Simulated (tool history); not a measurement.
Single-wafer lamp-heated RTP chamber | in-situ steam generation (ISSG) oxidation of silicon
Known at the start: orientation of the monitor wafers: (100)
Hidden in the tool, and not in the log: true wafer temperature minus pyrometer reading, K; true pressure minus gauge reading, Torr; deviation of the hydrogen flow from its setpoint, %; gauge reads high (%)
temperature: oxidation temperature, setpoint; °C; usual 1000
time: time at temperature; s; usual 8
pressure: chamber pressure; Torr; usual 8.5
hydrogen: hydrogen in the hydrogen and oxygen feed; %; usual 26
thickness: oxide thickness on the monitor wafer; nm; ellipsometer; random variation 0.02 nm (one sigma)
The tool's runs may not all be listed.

run	day	temperature	time	pressure	hydrogen	wafers since the last listed run	wafers since the last pyrometer calibration	hours since the pressure gauge was zeroed	hours since the hydrogen flow controller was replaced	hours since the gauge calibration	read-back reference wafer on the same gauge, thickness	thickness
1	0	1011	9	8.5	26	0	3765	3443.2	7090.1	1844.1	3.434	4.364
2	2.217	1011	9	8.5	26	618	4383	3496.4	7143.3	1897.3	3.425	4.428
# day 4.392: pyrometer window cleaned and pyrometer calibrated
3	5.033	1011	9	8.5	26	692	179	3564	7210.9	1964.9	3.432	4.305
4	6.825	1000	8	8.5	26	499	678	3607	7253.9	2007.9	3.429	3.931
# day 8.008: gauge calibrated
5	8.508	1000	8	8.5	26	469	1148	3647.4	7294.3	12	3.432	3.951
6	10.671	1000	8	8.5	26	603	1751	3699.3	7346.2	63.9	3.431	3.957
7	11.954	1000	8	8.5	26	358	2109	3730.1	7377	94.7	3.427	3.938
8	13.492	1000	8	8.5	26	428	2538	3767	7413.9	131.6	3.431	3.964
9	15.092	1009	8	10	32	446	2985	3805.4	7452.3	170	3.432	4.238
# day 16.508: pressure gauge zeroed
10	17.754	982	6	7.1	21	649	3634	29.9	7516.2	233.9	3.43	3.214
11	19.929	989	10	8.1	26	606	4241	82.1	7568.4	286.1	3.426	4.293
# day 22.621: pyrometer window cleaned and pyrometer calibrated
12	22.642	1000	8	7.8	26	663	5	147.2	7633.5	351.2	3.429	4.002
13	24.079	981	8	7.5	26	401	406	181.7	7668	385.7	3.427	3.828
14	25.612	990	8	7	20	427	834	218.5	7704.8	422.5	3.43	3.608
15	27.458	992	5	7.1	23	514	1349	262.8	7749.1	466.8	3.438	3.108
16	28.542	1000	8	8.5	26	302	1651	288.8	7775.1	492.8	3.433	3.974
17	30.192	1000	8	7.6	32	460	2111	328.4	7814.7	532.4	3.431	4.292
18	32.733	1000	8	8.5	26	709	2820	389.4	7875.7	593.4	3.429	4.019
19	34.479	1013	8	7.4	32	487	3307	431.3	7917.6	635.3	3.43	4.522
# day 35.096: hydrogen flow controller replaced
20	35.721	1000	8	8.5	26	253	3561	461.1	15	665.1	3.427	4.015
21	38.288	1000	8	7.4	32	716	4277	522.7	76.6	726.7	3.425	4.333
22	40.058	1017	8	8.5	16	494	4771	565.2	119.1	769.2	3.433	3.817
23	42.058	1005	7	8.5	32	557	5329	613.2	167.1	817.2	3.43	4.215
# day 42.458: pyrometer window cleaned and pyrometer calibrated
24	43.567	991	8	9.8	26	327	309	649.4	203.3	853.4	3.432	3.77
25	45.892	1013	10	9.1	32	648	958	705.2	259.1	909.2	3.431	4.708
26	48.646	982	9	9.2	29	768	1726	771.3	325.2	975.3	3.434	4.067
27	51.121	1017	8	9.9	23	690	2416	830.7	384.6	1034.7	3.426	4.009
28	53.404	986	9	7.7	32	637	3053	885.5	439.4	1089.5	3.429	4.331
29	56.075	1017	8	8.5	26	745	3798	949.6	503.5	1153.6	3.425	4.289
30	58.408	1000	8	8.5	26	650	4449	1005.6	559.5	1209.6	3.432	4.046

The same runs without the tool's hidden state, with the same run-to-run variation:
run	thickness
1	4.263
2	4.293
3	4.302
4	3.927
5	3.943
6	3.941
7	3.914
8	3.931
9	4.186
10	3.171
11	4.19
12	4.001
13	3.826
14	3.604
15	3.102
16	3.959
17	4.268
18	3.978
19	4.453
20	3.948
21	4.229
22	3.687
23	4.06
24	3.762
25	4.689
26	4.046
27	3.967
28	4.275
29	4.191
30	3.937

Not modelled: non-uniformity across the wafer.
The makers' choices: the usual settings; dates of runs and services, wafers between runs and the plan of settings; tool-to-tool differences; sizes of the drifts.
